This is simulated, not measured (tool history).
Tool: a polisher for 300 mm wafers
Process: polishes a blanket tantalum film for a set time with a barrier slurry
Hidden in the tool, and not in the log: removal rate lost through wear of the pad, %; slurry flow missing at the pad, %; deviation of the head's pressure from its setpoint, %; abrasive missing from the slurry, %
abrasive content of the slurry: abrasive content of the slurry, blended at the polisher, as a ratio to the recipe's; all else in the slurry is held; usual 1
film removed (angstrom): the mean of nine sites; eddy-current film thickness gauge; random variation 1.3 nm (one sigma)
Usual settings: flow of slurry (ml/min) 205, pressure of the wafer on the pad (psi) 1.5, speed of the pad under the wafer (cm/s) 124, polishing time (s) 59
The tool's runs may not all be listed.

run,hour,flow of slurry (ml/min),pressure of the wafer on the pad (psi),speed of the pad under the wafer (cm/s),abrasive content of the slurry,polishing time (s),wafers since the last listed run,wafers polished on this pad,hours since the slurry nozzle was cleaned,hours since the head pressure was calibrated,hours since the slurry blender was calibrated,"incoming thickness of the incoming film, nm",film removed (angstrom)
1,0,205,1.5,124,1,59,0,570,236.2,1146.8,226.2,383.6,923
2,62.2,205,1.5,124,1,59,488,1058,298.4,1209,288.4,384.1,886
# hour 79.9: slurry blender recalibrated
3,131,205,1.5,124,1,59,524,1582,367.2,1277.8,51.1,380,964
# hour 150.6: slurry nozzle cleaned
4,175,205,1.7,124,1,59,337,1920,24.4,1321.8,95.1,383.2,1105
# hour 198.5: worn pad replaced by a new one
5,244,205,1.7,124,1,59,510,356,93.4,1390.8,164.1,385.6,1082
6,279.5,205,1.5,124,1,59,278,635,128.9,1426.3,199.6,382.7,944
7,304.1,205,1.5,124,1,59,193,828,153.5,1450.9,224.2,378.3,922
8,328.9,205,1.5,124,1,59,194,1023,178.3,1475.7,249,379.3,920
9,372.2,205,1.5,124,1,59,339,1363,221.6,1519,292.3,376.2,898
# hour 382.5: slurry blender recalibrated
10,435.6,205,1.5,124,1,59,481,1845,285,1582.4,53.1,383,948
# hour 456.2: head pressure recalibrated
# hour 480.3: worn pad replaced by a new one
# hour 506.9: slurry nozzle cleaned
11,541.5,185,1.5,124,1,59,776,472,34.6,85.3,159,382,928
12,592.7,205,1.5,140,1,52,401,874,85.8,136.5,210.2,373.9,916
13,635.5,205,1.8,124,1,59,335,1210,128.6,179.3,253,387.1,1087
# hour 670.4: slurry blender recalibrated
14,703.9,205,1.7,148,1.1,59,521,1731,197,247.7,33.5,380,1323
15,758.9,205,1.5,150,1,59,431,2163,252,302.7,88.5,386.8,1167
# hour 768.5: worn pad replaced by a new one, of another model than before
16,789.2,225,1.4,124,1,59,206,162,282.3,333,118.8,384,917
17,827.6,205,1.5,124,1,59,301,464,320.7,371.4,157.2,385.6,941
18,889.5,270,1.7,124,1,59,485,949,382.6,433.3,219.1,373.5,1043
# hour 922.4: slurry blender recalibrated
# hour 930.8: slurry nozzle cleaned
19,950.1,205,2,124,0.8,59,452,1402,19.3,493.9,27.7,381.7,1106
20,1002.9,205,1.5,160,1,59,414,1816,72.1,546.7,80.5,376.6,1107
21,1070.8,205,1.5,124,1,59,532,2349,140,614.6,148.4,384.2,944
# hour 1085.7: worn pad replaced by a new one
22,1103.1,205,1.5,124,1,76,222,136,172.3,646.9,180.7,380.2,1209
23,1144.2,235,1.5,98,1,69,322,459,213.4,688,221.8,382.4,1002
# hour 1173.4: slurry blender recalibrated
24,1203.3,205,1.5,124,1,59,448,907,272.5,747.1,29.9,385.8,957
25,1257.9,205,1.5,124,1,59,428,1335,327.1,801.7,84.5,379.8,951
# hour 1301.8: slurry nozzle cleaned
26,1324.9,270,1.7,124,1,59,518,1854,23.1,868.7,151.5,376.6,1079
# hour 1360.2: worn pad replaced by a new one
27,1387.1,145,1.5,98,1,59,456,211,85.3,930.9,213.7,379.2,734

Forecast each of these 4 alternatives for the next run:
A,1387.5,205,1.5,124,1,65,3,214,85.7,931.3,214.1,378.7,?
B,1387.5,205,1.5,124,1.1,59,3,214,85.7,931.3,214.1,378.7,?
C,1387.5,140,2,124,1,59,3,214,85.7,931.3,214.1,378.7,?
D,1387.5,205,1.5,124,1,43,3,214,85.7,931.3,214.1,378.7,?

run,film removed (angstrom)
A,982
B,923
C,968
D,650
Without the tool's hidden state the same runs would have given:
run,film removed (angstrom)
A,1045
B,977
C,1029
D,691

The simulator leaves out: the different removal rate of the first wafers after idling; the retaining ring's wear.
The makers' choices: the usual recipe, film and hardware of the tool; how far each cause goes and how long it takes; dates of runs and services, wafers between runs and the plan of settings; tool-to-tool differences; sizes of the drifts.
